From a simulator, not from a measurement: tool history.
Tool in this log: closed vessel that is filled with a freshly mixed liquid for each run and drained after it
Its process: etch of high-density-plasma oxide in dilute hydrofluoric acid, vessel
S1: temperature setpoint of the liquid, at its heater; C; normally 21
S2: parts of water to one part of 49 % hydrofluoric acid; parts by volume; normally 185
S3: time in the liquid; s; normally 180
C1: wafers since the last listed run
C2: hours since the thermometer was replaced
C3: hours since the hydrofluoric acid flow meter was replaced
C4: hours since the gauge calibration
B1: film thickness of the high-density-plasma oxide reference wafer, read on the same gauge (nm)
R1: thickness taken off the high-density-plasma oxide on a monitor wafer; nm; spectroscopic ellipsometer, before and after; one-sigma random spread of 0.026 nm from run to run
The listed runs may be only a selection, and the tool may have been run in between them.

{"run": 1, "hour": 0.0, "S1": 21, "S2": 215, "S3": 180, "C1": 0, "C2": 1384.3, "C3": 1290.5, "C4": 703.2, "B1": 89.998, "R1": 3.384}
{"run": 2, "hour": 18.5, "S1": 21, "S2": 185, "S3": 180, "C1": 1889, "C2": 1402.8, "C3": 1309, "C4": 721.7, "B1": 90.006, "R1": 4.098}
{"run": 3, "hour": 38.3, "S1": 21, "S2": 185, "S3": 180, "C1": 2022, "C2": 1422.6, "C3": 1328.8, "C4": 741.5, "B1": 89.991, "R1": 4.139}
{"run": 4, "hour": 53.5, "S1": 21, "S2": 185, "S3": 180, "C1": 1552, "C2": 1437.8, "C3": 1344, "C4": 756.7, "B1": 90.006, "R1": 4.141}
{"run": 5, "hour": 80.8, "S1": 21, "S2": 185, "S3": 180, "C1": 2788, "C2": 1465.1, "C3": 1371.3, "C4": 784, "B1": 90.01, "R1": 4.066}
{"hour": 82.1, "done": "gauge calibrated"}
{"run": 6, "hour": 116.6, "S1": 21, "S2": 185, "S3": 180, "C1": 3656, "C2": 1500.9, "C3": 1407.1, "C4": 34.5, "B1": 89.986, "R1": 4.118}
{"run": 7, "hour": 136.4, "S1": 21, "S2": 185, "S3": 180, "C1": 2022, "C2": 1520.7, "C3": 1426.9, "C4": 54.3, "B1": 90, "R1": 4.132}
{"run": 8, "hour": 153.3, "S1": 21, "S2": 185, "S3": 230, "C1": 1726, "C2": 1537.6, "C3": 1443.8, "C4": 71.2, "B1": 90.016, "R1": 5.27}
{"run": 9, "hour": 186.4, "S1": 21, "S2": 185, "S3": 180, "C1": 3380, "C2": 1570.7, "C3": 1476.9, "C4": 104.3, "B1": 90.011, "R1": 4.173}
{"run": 10, "hour": 209.4, "S1": 21, "S2": 135, "S3": 180, "C1": 2349, "C2": 1593.7, "C3": 1499.9, "C4": 127.3, "B1": 90.013, "R1": 5.991}
{"run": 11, "hour": 240.0, "S1": 21, "S2": 115, "S3": 145, "C1": 3125, "C2": 1624.3, "C3": 1530.5, "C4": 157.9, "B1": 90.015, "R1": 5.79}
{"hour": 241.4, "done": "thermometer replaced"}
{"run": 12, "hour": 307.0, "S1": 18, "S2": 275, "S3": 215, "C1": 6741, "C2": 65.6, "C3": 1597.5, "C4": 224.9, "B1": 89.992, "R1": 2.866}
{"run": 13, "hour": 334.6, "S1": 17.5, "S2": 210, "S3": 145, "C1": 2819, "C2": 93.2, "C3": 1625.1, "C4": 252.5, "B1": 89.993, "R1": 2.623}
{"run": 14, "hour": 348.7, "S1": 21, "S2": 150, "S3": 180, "C1": 1440, "C2": 107.3, "C3": 1639.2, "C4": 266.6, "B1": 90.003, "R1": 5.605}
{"run": 15, "hour": 373.5, "S1": 21, "S2": 245, "S3": 180, "C1": 2533, "C2": 132.1, "C3": 1664, "C4": 291.4, "B1": 90.002, "R1": 3.102}
{"hour": 405.1, "done": "thermometer replaced, repeated, since the last time left the tool worse"}
{"run": 16, "hour": 407.7, "S1": 18, "S2": 225, "S3": 280, "C1": 3391, "C2": 2.6, "C3": 1698.2, "C4": 325.6, "B1": 89.997, "R1": 4.253}
{"run": 17, "hour": 439.7, "S1": 21, "S2": 245, "S3": 285, "C1": 3268, "C2": 34.6, "C3": 1730.2, "C4": 357.6, "B1": 89.993, "R1": 4.297}
{"run": 18, "hour": 452.1, "S1": 21, "S2": 185, "S3": 280, "C1": 1266, "C2": 47, "C3": 1742.6, "C4": 370, "B1": 90.01, "R1": 6.049}
{"run": 19, "hour": 510.8, "S1": 21, "S2": 185, "S3": 180, "C1": 5995, "C2": 105.7, "C3": 1801.3, "C4": 428.7, "B1": 90.008, "R1": 3.878}
{"hour": 525.9, "done": "hydrofluoric acid flow meter replaced"}
{"run": 20, "hour": 535.6, "S1": 25, "S2": 155, "S3": 225, "C1": 2430, "C2": 130.5, "C3": 9.7, "C4": 453.5, "B1": 90.004, "R1": 6.949}
{"run": 21, "hour": 566.1, "S1": 24.5, "S2": 185, "S3": 180, "C1": 3115, "C2": 161, "C3": 40.2, "C4": 484, "B1": 89.983, "R1": 4.438}
{"run": 22, "hour": 580.9, "S1": 21, "S2": 185, "S3": 180, "C1": 1511, "C2": 175.8, "C3": 55, "C4": 498.8, "B1": 90.002, "R1": 3.885}

Run 23 comes next. What will it give?
{"run": 23, "hour": 600.6, "S1": 17.5, "S2": 235, "S3": 280, "C1": 2012, "C2": 195.5, "C3": 74.7, "C4": 518.5, "B1": "?", "R1": "?"}

B1: 90.006
R1: 3.916 nm
On a tool with no hidden condition, and with the same random variation, this run would have come out at R1 3.866 nm.

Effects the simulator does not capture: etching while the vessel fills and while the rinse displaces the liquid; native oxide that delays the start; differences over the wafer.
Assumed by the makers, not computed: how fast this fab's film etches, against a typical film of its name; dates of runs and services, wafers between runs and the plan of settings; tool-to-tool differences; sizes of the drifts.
